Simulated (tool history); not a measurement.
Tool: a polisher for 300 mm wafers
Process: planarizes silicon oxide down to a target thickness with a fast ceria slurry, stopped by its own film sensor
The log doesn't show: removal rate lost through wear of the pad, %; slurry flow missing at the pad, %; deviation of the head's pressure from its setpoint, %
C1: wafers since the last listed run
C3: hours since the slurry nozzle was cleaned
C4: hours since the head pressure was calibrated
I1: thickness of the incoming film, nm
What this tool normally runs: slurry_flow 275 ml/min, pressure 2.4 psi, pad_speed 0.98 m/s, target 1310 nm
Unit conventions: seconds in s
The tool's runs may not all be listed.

{"run": 1, "day": 0.0, "slurry_flow": 275, "pressure": 2.2, "pad_speed": 0.98, "target": 1310, "C1": 0, "wafers polished on this pad": 1063, "C3": 312.7, "C4": 291.7, "I1": 2400.1, "seconds": 116.5}
{"run": 2, "day": 2.717, "slurry_flow": 275, "pressure": 2.2, "pad_speed": 0.98, "target": 1310, "C1": 645, "wafers polished on this pad": 1708, "C3": 377.9, "C4": 356.9, "I1": 2431.7, "seconds": 122.4}
{"run": 3, "day": 3.725, "slurry_flow": 275, "pressure": 2.2, "pad_speed": 0.98, "target": 1310, "C1": 239, "wafers polished on this pad": 1947, "C3": 402.1, "C4": 381.1, "I1": 2346.0, "seconds": 111.9}
{"run": 4, "day": 6.979, "slurry_flow": 300, "pressure": 2.4, "pad_speed": 0.98, "target": 1310, "C1": 773, "wafers polished on this pad": 2721, "C3": 480.2, "C4": 459.2, "I1": 2361.6, "seconds": 103.8}
{"day": 7.538, "done": "worn pad replaced by a new one"}
{"run": 5, "day": 9.504, "slurry_flow": 275, "pressure": 2.4, "pad_speed": 0.98, "target": 1310, "C1": 560, "wafers polished on this pad": 467, "C3": 540.8, "C4": 519.8, "I1": 2392.7, "seconds": 108.5}
{"run": 6, "day": 11.117, "slurry_flow": 275, "pressure": 2.4, "pad_speed": 0.98, "target": 1310, "C1": 383, "wafers polished on this pad": 850, "C3": 579.5, "C4": 558.5, "I1": 2421.9, "seconds": 110.5}
{"day": 11.979, "done": "slurry nozzle cleaned"}
{"run": 7, "day": 12.571, "slurry_flow": 275, "pressure": 2.4, "pad_speed": 0.98, "target": 1310, "C1": 335, "wafers polished on this pad": 1185, "C3": 14.2, "C4": 593.4, "I1": 2394.2, "seconds": 110.0}
{"run": 8, "day": 13.762, "slurry_flow": 275, "pressure": 2.4, "pad_speed": 0.98, "target": 1060, "C1": 283, "wafers polished on this pad": 1468, "C3": 42.8, "C4": 622.0, "I1": 2356.5, "seconds": 131.2}
{"run": 9, "day": 15.225, "slurry_flow": 275, "pressure": 2.4, "pad_speed": 0.98, "target": 1310, "C1": 347, "wafers polished on this pad": 1816, "C3": 77.9, "C4": 657.1, "I1": 2380.2, "seconds": 107.7}
{"run": 10, "day": 16.679, "slurry_flow": 275, "pressure": 2.4, "pad_speed": 0.98, "target": 1310, "C1": 345, "wafers polished on this pad": 2161, "C3": 112.8, "C4": 692.0, "I1": 2402.3, "seconds": 111.7}
{"run": 11, "day": 18.15, "slurry_flow": 275, "pressure": 2.4, "pad_speed": 0.98, "target": 1310, "C1": 349, "wafers polished on this pad": 2511, "C3": 148.1, "C4": 727.3, "I1": 2416.6, "seconds": 113.4}
{"day": 19.929, "done": "worn pad replaced by a new one"}
{"run": 12, "day": 20.175, "slurry_flow": 250, "pressure": 2.4, "pad_speed": 0.98, "target": 1514, "C1": 441, "wafers polished on this pad": 58, "C3": 196.7, "C4": 775.9, "I1": 2349.3, "seconds": 86.7}
{"run": 13, "day": 22.558, "slurry_flow": 275, "pressure": 2.4, "pad_speed": 0.98, "target": 1310, "C1": 566, "wafers polished on this pad": 625, "C3": 253.9, "C4": 833.1, "I1": 2400.1, "seconds": 112.7}
{"run": 14, "day": 23.779, "slurry_flow": 275, "pressure": 2.4, "pad_speed": 0.86, "target": 1310, "C1": 290, "wafers polished on this pad": 915, "C3": 283.2, "C4": 862.4, "I1": 2381.7, "seconds": 124.8}
{"day": 27.458, "done": "slurry nozzle cleaned, repeated, since the last time left the tool worse"}
{"run": 15, "day": 30.079, "slurry_flow": 275, "pressure": 2.4, "pad_speed": 0.86, "target": 1310, "C1": 1486, "wafers polished on this pad": 2401, "C3": 62.9, "C4": 1013.6, "I1": 2390.0, "seconds": 122.6}
{"run": 16, "day": 32.125, "slurry_flow": 255, "pressure": 2.4, "pad_speed": 0.98, "target": 1310, "C1": 485, "wafers polished on this pad": 2887, "C3": 112.0, "C4": 1062.7, "I1": 2378.5, "seconds": 105.6}
{"day": 34.712, "done": "worn pad replaced by a new one"}
{"run": 17, "day": 34.733, "slurry_flow": 275, "pressure": 2.4, "pad_speed": 0.98, "target": 1310, "C1": 580, "wafers polished on this pad": 4, "C3": 174.6, "C4": 1125.3, "I1": 2332.6, "seconds": 100.6}
{"day": 35.829, "done": "head pressure recalibrated"}
{"run": 18, "day": 36.017, "slurry_flow": 275, "pressure": 2.4, "pad_speed": 0.98, "target": 1310, "C1": 285, "wafers polished on this pad": 289, "C3": 205.4, "C4": 4.5, "I1": 2369.8, "seconds": 103.1}
{"run": 19, "day": 37.296, "slurry_flow": 275, "pressure": 1.8, "pad_speed": 0.98, "target": 1649, "C1": 303, "wafers polished on this pad": 593, "C3": 236.1, "C4": 35.2, "I1": 2374.8, "seconds": 95.0}
{"run": 20, "day": 38.671, "slurry_flow": 315, "pressure": 3.2, "pad_speed": 0.98, "target": 1682, "C1": 326, "wafers polished on this pad": 920, "C3": 269.1, "C4": 68.2, "I1": 2375.2, "seconds": 51.2}
{"run": 21, "day": 40.738, "slurry_flow": 275, "pressure": 2.4, "pad_speed": 0.98, "target": 1310, "C1": 490, "wafers polished on this pad": 1411, "C3": 318.7, "C4": 117.8, "I1": 2377.4, "seconds": 104.8}
{"run": 22, "day": 43.062, "slurry_flow": 275, "pressure": 1.8, "pad_speed": 0.98, "target": 1523, "C1": 552, "wafers polished on this pad": 1963, "C3": 374.5, "C4": 173.6, "I1": 2404.4, "seconds": 115.7}
{"run": 23, "day": 44.258, "slurry_flow": 335, "pressure": 2.1, "pad_speed": 1.22, "target": 1536, "C1": 284, "wafers polished on this pad": 2247, "C3": 403.2, "C4": 202.3, "I1": 2381.4, "seconds": 75.2}
{"run": 24, "day": 46.862, "slurry_flow": 210, "pressure": 1.6, "pad_speed": 0.98, "target": 1579, "C1": 618, "wafers polished on this pad": 2866, "C3": 465.7, "C4": 264.8, "I1": 2386.8, "seconds": 121.1}
{"day": 48.112, "done": "worn pad replaced by a new one"}
{"run": 25, "day": 49.5, "slurry_flow": 275, "pressure": 3.1, "pad_speed": 0.98, "target": 1604, "C1": 586, "wafers polished on this pad": 329, "C3": 529.0, "C4": 328.1, "I1": 2371.3, "seconds": 58.5}
{"day": 51.133, "done": "slurry nozzle cleaned"}
{"run": 26, "day": 51.617, "slurry_flow": 275, "pressure": 2.4, "pad_speed": 0.86, "target": 1310, "C1": 492, "wafers polished on this pad": 822, "C3": 11.6, "C4": 378.9, "I1": 2370.0, "seconds": 117.4}
{"run": 27, "day": 53.088, "slurry_flow": 275, "pressure": 2.4, "pad_speed": 0.98, "target": 1310, "C1": 349, "wafers polished on this pad": 1171, "C3": 46.9, "C4": 414.2, "I1": 2361.5, "seconds": 103.3}
{"run": 28, "day": 54.358, "slurry_flow": 275, "pressure": 2.4, "pad_speed": 0.98, "target": 1559, "C1": 301, "wafers polished on this pad": 1473, "C3": 77.4, "C4": 444.7, "I1": 2388.3, "seconds": 82.7}
{"run": 29, "day": 56.142, "slurry_flow": 275, "pressure": 2.4, "pad_speed": 0.86, "target": 1310, "C1": 423, "wafers polished on this pad": 1897, "C3": 120.2, "C4": 487.5, "I1": 2418.0, "seconds": 125.8}
{"run": 30, "day": 57.708, "slurry_flow": 275, "pressure": 2.7, "pad_speed": 0.98, "target": 1310, "C1": 372, "wafers polished on this pad": 2269, "C3": 157.8, "C4": 525.1, "I1": 2387.9, "seconds": 94.5}
{"run": 31, "day": 60.567, "slurry_flow": 250, "pressure": 2.6, "pad_speed": 0.98, "target": 1494, "C1": 679, "wafers polished on this pad": 2948, "C3": 226.4, "C4": 593.7, "I1": 2424.7, "seconds": 85.5}
{"day": 60.996, "done": "worn pad replaced by a new one"}
{"run": 32, "day": 63.383, "slurry_flow": 275, "pressure": 2.4, "pad_speed": 0.98, "target": 1310, "C1": 629, "wafers polished on this pad": 566, "C3": 294.0, "C4": 661.3, "I1": 2394.2, "seconds": 106.2}
{"run": 33, "day": 66.279, "slurry_flow": 325, "pressure": 2.4, "pad_speed": 0.98, "target": 1310, "C1": 687, "wafers polished on this pad": 1254, "C3": 363.5, "C4": 730.8, "I1": 2372.1, "seconds": 104.3}
{"run": 34, "day": 68.962, "slurry_flow": 275, "pressure": 2.1, "pad_speed": 0.98, "target": 959, "C1": 637, "wafers polished on this pad": 1892, "C3": 427.9, "C4": 795.2, "I1": 2369.0, "seconds": 159.0}

Describe how what the log doesn't record of the tool's condition differs between the last listed run preceding each entry between runs and the first listed run following it.
Logged between run 4 and run 5: worn pad replaced by a new one (day 7.538)
  slurry flow missing at the pad, %: 14.6 -> 18.2
  difference, measured minus the result without the unlogged condition, seconds: +1.0 -> +1.5 s
Logged between run 6 and run 7: slurry nozzle cleaned (day 11.979)
  slurry flow missing at the pad, %: 20.8 -> 43.9
  difference, measured minus the result without the unlogged condition, seconds: +1.8 -> +4.4 s
Logged between run 11 and run 12: worn pad replaced by a new one (day 19.929)
  slurry flow missing at the pad, %: 45.2 -> 46.2
  difference, measured minus the result without the unlogged condition, seconds: +4.7 -> +3.9 s
Logged between run 14 and run 15: slurry nozzle cleaned, repeated, since the last time left the tool worse (day 27.458)
  slurry flow missing at the pad, %: 48.6 -> 1.1
  difference, measured minus the result without the unlogged condition, seconds: +5.7 -> +0.1 s
Logged between run 16 and run 17: worn pad replaced by a new one (day 34.712)
  slurry flow missing at the pad, %: 1.6 -> 2.66
  difference, measured minus the result without the unlogged condition, seconds: +0.1 -> +0.2 s
Logged between run 17 and run 18: head pressure recalibrated (day 35.829)
  slurry flow missing at the pad, %: 2.66 -> 3.35
  difference, measured minus the result without the unlogged condition, seconds: +0.2 -> +0.2 s
Logged between run 24 and run 25: worn pad replaced by a new one (day 48.112)
  slurry flow missing at the pad, %: 13.6 -> 17.3
  difference, measured minus the result without the unlogged condition, seconds: +1.4 -> +0.7 s
Logged between run 25 and run 26: slurry nozzle cleaned (day 51.133)
  slurry flow missing at the pad, %: 17.3 -> 5.43
  difference, measured minus the result without the unlogged condition, seconds: +0.7 -> +0.5 s
Logged between run 31 and run 32: worn pad replaced by a new one (day 60.996)
  slurry flow missing at the pad, %: 8.44 -> 10.5
  difference, measured minus the result without the unlogged condition, seconds: +0.5 -> +0.8 s
